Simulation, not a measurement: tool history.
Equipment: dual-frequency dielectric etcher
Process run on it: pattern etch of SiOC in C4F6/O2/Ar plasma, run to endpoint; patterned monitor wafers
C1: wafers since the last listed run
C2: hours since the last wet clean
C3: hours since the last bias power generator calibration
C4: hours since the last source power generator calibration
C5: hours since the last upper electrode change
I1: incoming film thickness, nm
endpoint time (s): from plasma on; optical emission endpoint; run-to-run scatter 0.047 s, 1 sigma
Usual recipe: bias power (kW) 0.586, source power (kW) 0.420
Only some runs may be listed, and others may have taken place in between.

Run 1, hour 0.0: usual settings; C1 0; C2 269.9; C3 2218.8; C4 1976.6; C5 3039.9; I1 25.65. Result: endpoint time (s) 7.9.
Run 2, hour 14.7: usual settings but source power (kW) 0.450; C1 230; C2 284.6; C3 2233.5; C4 1991.3; C5 3054.6; I1 25.40. Result: endpoint time (s) 7.6.
Run 3, hour 44.7: usual settings but source power (kW) 0.450; C1 469; C2 314.6; C3 2263.5; C4 2021.3; C5 3084.6; I1 25.29. Result: endpoint time (s) 7.7.
Run 4, hour 73.1: usual settings but source power (kW) 0.450; C1 444; C2 343.0; C3 2291.9; C4 2049.7; C5 3113.0; I1 25.40. Result: endpoint time (s) 7.6.
Run 5, hour 97.0: usual settings; C1 374; C2 366.9; C3 2315.8; C4 2073.6; C5 3136.9; I1 25.66. Result: endpoint time (s) 7.9.
At hour 133.6: wet clean of the chamber.
Run 6, hour 134.1: usual settings; C1 205; C2 0.5; C3 2352.9; C4 2110.7; C5 3174.0; I1 25.40. Result: endpoint time (s) 8.2.
At hour 158.1: bias power generator calibrated.
Run 7, hour 167.6: usual settings; C1 462; C2 34.0; C3 9.5; C4 2144.2; C5 3207.5; I1 24.92. Result: endpoint time (s) 8.0.
Run 8, hour 195.4: usual settings; C1 435; C2 61.8; C3 37.3; C4 2172.0; C5 3235.3; I1 25.17. Result: endpoint time (s) 8.0.
Run 9, hour 210.8: usual settings; C1 241; C2 77.2; C3 52.7; C4 2187.4; C5 3250.7; I1 25.63. Result: endpoint time (s) 8.2.
Run 10, hour 245.0: usual settings; C1 535; C2 111.4; C3 86.9; C4 2221.6; C5 3284.9; I1 25.55. Result: endpoint time (s) 8.1.
Run 11, hour 274.7: usual settings; C1 465; C2 141.1; C3 116.6; C4 2251.3; C5 3314.6; I1 25.42. Result: endpoint time (s) 8.1.
Run 12, hour 307.5: usual settings; C1 513; C2 173.9; C3 149.4; C4 2284.1; C5 3347.4; I1 25.37. Result: endpoint time (s) 8.0.
Run 13, hour 336.7: usual settings; C1 457; C2 203.1; C3 178.6; C4 2313.3; C5 3376.6; I1 25.52. Result: endpoint time (s) 8.1.
Run 14, hour 349.1: usual settings but bias power (kW) 0.688, source power (kW) 0.360; C1 194; C2 215.5; C3 191.0; C4 2325.7; C5 3389.0; I1 25.24. Result: endpoint time (s) 7.9.
At hour 356.9: source power generator calibrated.
Run 15, hour 364.5: usual settings; C1 178; C2 230.9; C3 206.4; C4 7.6; C5 3404.4; I1 25.54. Result: endpoint time (s) 8.0.
Run 16, hour 400.4: usual settings; C1 562; C2 266.8; C3 242.3; C4 43.5; C5 3440.3; I1 25.41. Result: endpoint time (s) 8.0.
Run 17, hour 413.1: usual settings but bias power (kW) 0.723, source power (kW) 0.390; C1 198; C2 279.5; C3 255.0; C4 56.2; C5 3453.0; I1 25.41. Result: endpoint time (s) 7.5.
Run 18, hour 445.0: usual settings but bias power (kW) 0.481, source power (kW) 0.360; C1 499; C2 311.4; C3 286.9; C4 88.1; C5 3484.9; I1 25.37. Result: endpoint time (s) 8.9.
At hour 482.9: upper electrode replaced.
Run 19, hour 483.4: usual settings but source power (kW) 0.370; C1 225; C2 349.8; C3 325.3; C4 126.5; C5 0.5; I1 25.46. Result: endpoint time (s) 8.2.
Run 20, hour 485.3: usual settings but bias power (kW) 0.504; C1 29; C2 351.7; C3 327.2; C4 128.4; C5 2.4; I1 25.49. Result: endpoint time (s) 8.3.
At hour 521.4: wet clean of the chamber.
Run 21, hour 521.9: usual settings but bias power (kW) 0.451, source power (kW) 0.360; C1 197; C2 0.5; C3 363.8; C4 165.0; C5 39.0; I1 25.40. Result: endpoint time (s) 9.3.
Run 22, hour 528.5: usual settings but bias power (kW) 0.640, source power (kW) 0.450; C1 103; C2 7.1; C3 370.4; C4 171.6; C5 45.6; I1 25.33. Result: endpoint time (s) 7.6.
Run 23, hour 559.9: usual settings; C1 491; C2 38.5; C3 401.8; C4 203.0; C5 77.0; I1 25.44. Result: endpoint time (s) 8.1.
Run 24, hour 589.7: usual settings but bias power (kW) 0.662, source power (kW) 0.450; C1 466; C2 68.3; C3 431.6; C4 232.8; C5 106.8; I1 25.10. Result: endpoint time (s) 7.3.
Run 25, hour 629.5: usual settings but bias power (kW) 0.485; C1 623; C2 108.1; C3 471.4; C4 272.6; C5 146.6; I1 25.54. Result: endpoint time (s) 8.6.
Run 26, hour 653.4: usual settings but bias power (kW) 0.677, source power (kW) 0.330; C1 374; C2 132.0; C3 495.3; C4 296.5; C5 170.5; I1 25.06. Result: endpoint time (s) 8.0.
Run 27, hour 682.2: usual settings but bias power (kW) 0.522, source power (kW) 0.460; C1 451; C2 160.8; C3 524.1; C4 325.3; C5 199.3; I1 25.68. Result: endpoint time (s) 8.1.
Run 28, hour 709.2: usual settings but bias power (kW) 0.455, source power (kW) 0.460; C1 422; C2 187.8; C3 551.1; C4 352.3; C5 226.3; I1 25.40. Result: endpoint time (s) 8.4.
Run 29, hour 736.8: usual settings but bias power (kW) 0.625; C1 432; C2 215.4; C3 578.7; C4 379.9; C5 253.9; I1 25.40. Result: endpoint time (s) 7.7.
Run 30, hour 751.4: usual settings but bias power (kW) 0.454, source power (kW) 0.350; C1 228; C2 230.0; C3 593.3; C4 394.5; C5 268.5; I1 25.44. Result: endpoint time (s) 9.2.
Run 31, hour 784.7: usual settings but bias power (kW) 0.634, source power (kW) 0.470; C1 521; C2 263.3; C3 626.6; C4 427.8; C5 301.8; I1 25.26. Result: endpoint time (s) 7.3.
Run 32, hour 805.3: usual settings but bias power (kW) 0.654, source power (kW) 0.390; C1 322; C2 283.9; C3 647.2; C4 448.4; C5 322.4; I1 25.26. Result: endpoint time (s) 7.6.
At hour 886.1: wet clean of the chamber.
Run 33, hour 886.8: usual settings but bias power (kW) 0.679, source power (kW) 0.490; C1 900; C2 0.7; C3 728.7; C4 529.9; C5 403.9; I1 25.63. Result: endpoint time (s) 7.3.
Run 34, hour 915.1: usual settings; C1 443; C2 29.0; C3 757.0; C4 558.2; C5 432.2; I1 25.47. Result: endpoint time (s) 8.1.

What if the next run were any one of these 5? Each begins from the tool's condition after run 34:
Run A, hour 915.5: usual settings; C1 6; C2 29.4; C3 757.4; C4 558.6; C5 432.6; I1 25.31. Result: endpoint time (s) ?.
Run B, hour 915.5: usual settings but bias power (kW) 0.642, source power (kW) 0.520; C1 6; C2 29.4; C3 757.4; C4 558.6; C5 432.6; I1 25.31. Result: endpoint time (s) ?.
Run C, hour 915.5: usual settings but bias power (kW) 0.493, source power (kW) 0.350; C1 6; C2 29.4; C3 757.4; C4 558.6; C5 432.6; I1 25.31. Result: endpoint time (s) ?.
Run D, hour 915.5: usual settings but bias power (kW) 0.537; C1 6; C2 29.4; C3 757.4; C4 558.6; C5 432.6; I1 25.31. Result: endpoint time (s) ?.
Run E, hour 915.5: usual settings but bias power (kW) 0.494, source power (kW) 0.480; C1 6; C2 29.4; C3 757.4; C4 558.6; C5 432.6; I1 25.31. Result: endpoint time (s) ?.

run  endpoint time (s)
  A                8.1
  B                7.2
  C                9.1
  D                8.3
  E                8.2
Without the tool's hidden state the same runs would have given:
run  endpoint time (s)
  A                8.1
  B                7.3
  C                9.2
  D                8.4
  E                8.3

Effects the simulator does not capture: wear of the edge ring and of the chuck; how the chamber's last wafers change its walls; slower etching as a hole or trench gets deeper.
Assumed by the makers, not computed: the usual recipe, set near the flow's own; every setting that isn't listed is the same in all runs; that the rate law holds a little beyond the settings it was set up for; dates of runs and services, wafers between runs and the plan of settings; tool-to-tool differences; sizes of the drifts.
